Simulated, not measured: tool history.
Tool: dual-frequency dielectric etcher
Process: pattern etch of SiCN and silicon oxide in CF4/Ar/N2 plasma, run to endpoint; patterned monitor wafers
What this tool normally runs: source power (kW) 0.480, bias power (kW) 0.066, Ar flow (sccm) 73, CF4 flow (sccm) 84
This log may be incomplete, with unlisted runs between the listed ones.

run   hour  source power (kW)  bias power (kW)  Ar flow (sccm)  CF4 flow (sccm)  wafers since the last listed run  hours since the last wet clean  hours since the last source power generator calibration  hours since the last bias power generator calibration  hours since the last Ar flow controller change  hours since the last CF4 flow controller change  hours since the last upper electrode change  incoming incoming film thickness, nm  endpoint time (s)
  1    0.0              0.480            0.066              73               84                                 0                           411.7                                                   3795.9                                                 3000.0                                          4716.3                                           2487.2                                       5240.5                                 17.61               17.6
  2   31.0              0.480            0.066              73               84                               632                           442.7                                                   3826.9                                                 3031.0                                          4747.3                                           2518.2                                       5271.5                                 17.49               17.5
  3   45.7              0.390            0.071              73               84                               299                           457.4                                                   3841.6                                                 3045.7                                          4762.0                                           2532.9                                       5286.2                                 17.45               19.6
  4   73.0              0.390            0.071              73               84                               557                           484.7                                                   3868.9                                                 3073.0                                          4789.3                                           2560.2                                       5313.5                                 17.59               19.6
     111.8  -- upper electrode replaced
  5  112.3              0.480            0.066              73               84                               312                           524.0                                                   3908.2                                                 3112.3                                          4828.6                                           2599.5                                          0.5                                 17.44               17.7
  6  115.9              0.480            0.053              85               84                                73                           527.6                                                   3911.8                                                 3115.9                                          4832.2                                           2603.1                                          4.1                                 17.24               18.8
  7  133.6              0.580            0.061              88               84                               361                           545.3                                                   3929.5                                                 3133.6                                          4849.9                                           2620.8                                         21.8                                 17.52               16.3
  8  162.9              0.590            0.077              73               77                               597                           574.6                                                   3958.8                                                 3162.9                                          4879.2                                           2650.1                                         51.1                                 17.50               15.0
  9  187.2              0.480            0.059              83               84                               495                           598.9                                                   3983.1                                                 3187.2                                          4903.5                                           2674.4                                         75.4                                 17.40               18.4
 10  204.6              0.410            0.066              73               66                               355                           616.3                                                   4000.5                                                 3204.6                                          4920.9                                           2691.8                                         92.8                                 17.45               20.4
     211.6  -- Ar flow controller replaced
 11  216.9              0.480            0.066              85               84                               128                           628.6                                                   4012.8                                                 3216.9                                             5.3                                           2704.1                                        105.1                                 17.35               17.8
     263.1  -- wet clean of the chamber
 12  263.6              0.480            0.066              61               84                               463                             0.5                                                   4059.5                                                 3263.6                                            52.0                                           2750.8                                        151.8                                 17.43               16.7
 13  276.1              0.480            0.066              73               84                               255                            13.0                                                   4072.0                                                 3276.1                                            64.5                                           2763.3                                        164.3                                 17.58               17.1
 14  301.3              0.560            0.066              91               64                               514                            38.2                                                   4097.2                                                 3301.3                                            89.7                                           2788.5                                        189.5                                 17.38               16.4
 15  328.1              0.480            0.066              65               84                               546                            65.0                                                   4124.0                                                 3328.1                                           116.5                                           2815.3                                        216.3                                 17.46               16.8
     347.7  -- CF4 flow controller replaced
     354.4  -- bias power generator calibrated
     361.2  -- source power generator calibrated
 16  361.7              0.480            0.066              73               98                               399                            98.6                                                      0.5                                                    7.3                                           150.1                                             14.0                                        249.9                                 17.54               16.8
 17  388.2              0.480            0.066              73               84                               540                           125.1                                                     27.0                                                   33.8                                           176.6                                             40.5                                        276.4                                 17.40               17.0
 18  419.8              0.480            0.080              73               66                               644                           156.7                                                     58.6                                                   65.4                                           208.2                                             72.1                                        308.0                                 17.61               17.0
 19  453.0              0.530            0.066              86               97                               677                           189.9                                                     91.8                                                   98.6                                           241.4                                            105.3                                        341.2                                 17.53               16.1
 20  470.8              0.480            0.080              63               92                               363                           207.7                                                    109.6                                                  116.4                                           259.2                                            123.1                                        359.0                                 17.70               16.1
 21  499.6              0.480            0.074              55               84                               587                           236.5                                                    138.4                                                  145.2                                           288.0                                            151.9                                        387.8                                 17.51               16.3
 22  512.2              0.480            0.066              73               84                               257                           249.1                                                    151.0                                                  157.8                                           300.6                                            164.5                                        400.4                                 17.43               17.1
 23  543.9              0.400            0.062              86               68                               646                           280.8                                                    182.7                                                  189.5                                           332.3                                            196.2                                        432.1                                 17.52               20.6
 24  563.3              0.450            0.050              73               91                               395                           300.2                                                    202.1                                                  208.9                                           351.7                                            215.6                                        451.5                                 17.54               19.2

Table of differences, measured result less the result of that run with no hidden state. Run-to-run variation is the same in both. Gauge scatter possibly is not:
Hidden state at play: etch rate over this chamber's usual, %; source power that arrives over what is set, %; bias power that arrives over what is set, %; Ar flow that arrives over what is set, %; CF4 flow that arrives over what is set, %.
run  endpoint time (s)
  1               +0.4
  2               +0.5
  3               +0.6
  4               +0.5
  5               +0.5
  6               +0.6
  7               +0.5
  8               +0.5
  9               +0.7
 10               +0.7
 11               +0.6
 12               +0.0
 13               -0.1
 14               -0.1
 15               +0.0
 16               +0.0
 17               +0.0
 18               +0.1
 19               +0.1
 20               +0.1
 21               +0.1
 22               +0.2
 23               +0.1
 24               +0.1
